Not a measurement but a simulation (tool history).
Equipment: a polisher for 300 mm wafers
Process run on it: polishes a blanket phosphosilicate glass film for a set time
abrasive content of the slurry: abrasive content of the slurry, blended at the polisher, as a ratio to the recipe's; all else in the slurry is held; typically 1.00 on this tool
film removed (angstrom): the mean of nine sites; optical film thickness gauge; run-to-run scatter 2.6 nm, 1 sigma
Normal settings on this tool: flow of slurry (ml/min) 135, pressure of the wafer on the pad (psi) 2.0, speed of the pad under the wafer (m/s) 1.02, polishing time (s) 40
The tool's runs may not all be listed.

run,hour,flow of slurry (ml/min),pressure of the wafer on the pad (psi),speed of the pad under the wafer (m/s),abrasive content of the slurry,polishing time (s),wafers since the last listed run,wafers polished on this pad,hours since the slurry nozzle was cleaned,hours since the head pressure was calibrated,hours since the slurry blender was calibrated,hours since the conditioning disc was replaced,"incoming thickness of the incoming film, nm",film removed (angstrom)
1,0.0,135,2.0,1.02,1.00,40,0,291,82.2,581.4,184.4,292.8,2104.7,1908
# hour 0.5: slurry blender recalibrated
2,17.4,135,2.0,1.02,1.00,40,179,470,99.6,598.8,16.9,310.2,2083.2,2152
3,34.4,135,2.0,1.02,1.00,40,180,651,116.6,615.8,33.9,327.2,2136.9,2190
# hour 42.8: worn pad replaced by a new one
4,49.6,135,2.0,1.02,1.00,40,119,71,131.8,631.0,49.1,342.4,2105.6,2184
5,63.2,135,2.0,1.02,1.00,40,144,216,145.4,644.6,62.7,356.0,2094.2,2136
6,80.9,155,2.0,1.02,1.00,40,188,404,163.1,662.3,80.4,373.7,2123.6,2183
7,95.6,155,2.0,1.02,1.00,40,156,560,177.8,677.0,95.1,388.4,2134.7,2151
# hour 110.0: worn pad replaced by a new one
8,112.6,155,2.0,1.02,1.00,40,138,27,194.8,694.0,112.1,405.4,2098.2,2171
9,121.0,170,2.0,1.02,1.00,40,89,116,203.2,702.4,120.5,413.8,2107.1,2143
10,129.4,170,2.0,1.02,1.00,40,89,206,211.6,710.8,128.9,422.2,2083.3,2133
11,141.5,135,2.0,1.02,1.00,40,128,334,223.7,722.9,141.0,434.3,2113.1,2003
12,154.9,135,2.7,1.02,0.70,44,142,477,237.1,736.3,154.4,447.7,2126.1,2511
13,166.4,135,2.0,1.02,1.00,40,122,599,248.6,747.8,165.9,459.2,2091.0,1956
# hour 179.7: worn pad replaced by a new one
14,182.6,135,2.0,1.02,1.15,40,129,31,264.8,764.0,182.1,475.4,2089.5,2045
15,198.4,175,2.0,1.26,1.00,53,167,199,280.6,779.8,197.9,491.2,2075.0,2950
# hour 211.8: conditioning disc replaced and pad reconditioned
16,213.3,170,1.3,1.02,1.00,47,137,336,295.5,794.7,212.8,1.5,2126.3,1436
# hour 221.0: slurry nozzle cleaned
# hour 222.2: head pressure recalibrated
# hour 223.1: slurry blender recalibrated
17,227.1,165,2.0,1.22,1.00,44,112,449,6.1,4.9,4.0,15.3,2080.9,2813
18,234.4,135,2.0,1.02,1.00,40,77,526,13.4,12.2,11.3,22.6,2091.5,2187
19,242.0,110,1.7,1.02,1.00,52,80,607,21.0,19.8,18.9,30.2,2082.2,2305
# hour 249.6: worn pad replaced by a new one
20,255.3,135,2.0,1.26,1.00,40,98,60,34.3,33.1,32.2,43.5,2102.2,2520

Forecast run 21:
21,269.9,100,2.0,0.92,1.00,30,155,215,48.9,47.7,46.8,58.1,2098.4,?

{"run 21": {"film removed (angstrom)": 1375}}
With no hidden state in the tool, this same run would have given film removed (angstrom) 1412.
